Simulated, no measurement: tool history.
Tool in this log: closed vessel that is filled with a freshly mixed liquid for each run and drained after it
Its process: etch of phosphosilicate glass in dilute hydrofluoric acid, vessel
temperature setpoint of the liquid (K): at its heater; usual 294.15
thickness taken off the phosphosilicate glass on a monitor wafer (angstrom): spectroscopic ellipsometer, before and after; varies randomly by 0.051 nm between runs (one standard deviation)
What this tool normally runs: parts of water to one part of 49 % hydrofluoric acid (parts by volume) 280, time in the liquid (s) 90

run,day,temperature setpoint of the liquid (K),parts of water to one part of 49 % hydrofluoric acid (parts by volume),time in the liquid (s),wafers since the last listed run,hours since the thermometer was replaced,hours since the hydrofluoric acid flow meter was replaced,hours since the gauge calibration,"read-back film thickness of the phosphosilicate glass reference wafer, read on the same gauge (nm)",thickness taken off the phosphosilicate glass on a monitor wafer (angstrom)
1,0,294.15,280,90,0,1700.6,495.9,499.9,99.98,131.1
2,1.717,294.15,280,90,2903,1741.8,537.1,541.1,99.99,131.5
3,4.167,294.15,280,115,4143,1800.6,595.9,599.9,100.01,167.9
# day 4.979: gauge calibrated
4,6.158,294.15,280,115,3368,1848.4,643.7,28.3,100.07,168.3
5,7.829,294.15,355,130,2825,1888.5,683.8,68.4,100.03,141.5
6,9.617,294.15,355,130,3023,1931.4,726.7,111.3,100.04,139.7
7,10.833,294.15,280,90,2057,1960.6,755.9,140.5,99.95,131.7
8,12.996,294.15,280,90,3657,2012.5,807.8,192.4,100,131.6
9,15.488,294.15,280,90,4214,2072.3,867.6,252.2,100.01,131.7
10,17.792,294.15,280,90,3897,2127.6,922.9,307.5,99.98,132.5
# day 18.65: hydrofluoric acid flow meter replaced
11,19.329,294.15,280,90,2529,2164.5,16.3,344.4,100.02,127.2
12,20.429,294.15,280,90,1860,2190.9,42.7,370.8,99.98,126.5
13,21.8,294.15,280,90,2318,2223.8,75.6,403.7,100.04,126
14,24.792,290.15,155,40,5059,2295.6,147.4,475.5,100.01,97.1
# day 26.225: thermometer replaced
15,26.371,290.15,390,125,2600,3.5,185.3,513.4,99.97,111.7
16,28.171,294.15,235,90,3044,46.7,228.5,556.6,100,177.1
17,30.958,291.15,160,60,4714,113.6,295.4,623.5,100.01,165.2
18,32.812,294.15,280,115,3135,158.1,339.9,668,99.94,181.5
# day 33.342: gauge calibrated
19,35.375,296.65,205,70,4333,219.6,401.4,48.8,99.97,177.2
20,36.842,294.15,330,90,2480,254.8,436.6,84,100.04,115.4
21,39.196,290.15,190,115,3981,311.3,493.1,140.5,99.95,248.7
22,40.771,290.15,380,90,2663,349.1,530.9,178.3,99.98,83.2
23,43.446,294.15,160,120,4524,413.3,595.1,242.5,100.04,371.8

Alternative continuations, all from the tool just after run 23; predict every row:
A,43.475,294.15,280,90,49,414,595.8,243.2,?,?
B,43.475,294.15,280,125,49,414,595.8,243.2,?,?
C,43.475,290.15,420,90,49,414,595.8,243.2,?,?
D,43.475,294.15,170,135,49,414,595.8,243.2,?,?
E,43.475,290.15,280,90,49,414,595.8,243.2,?,?

run,"read-back film thickness of the phosphosilicate glass reference wafer, read on the same gauge (nm)",thickness taken off the phosphosilicate glass on a monitor wafer (angstrom)
A,99.97,141.9
B,99.97,197.1
C,99.97,72.9
D,99.97,389.3
E,99.97,122
What these runs would have given with no unlogged condition in the tool:
run,thickness taken off the phosphosilicate glass on a monitor wafer (angstrom)
A,141.1
B,195.9
C,72.4
D,388.2
E,121.5
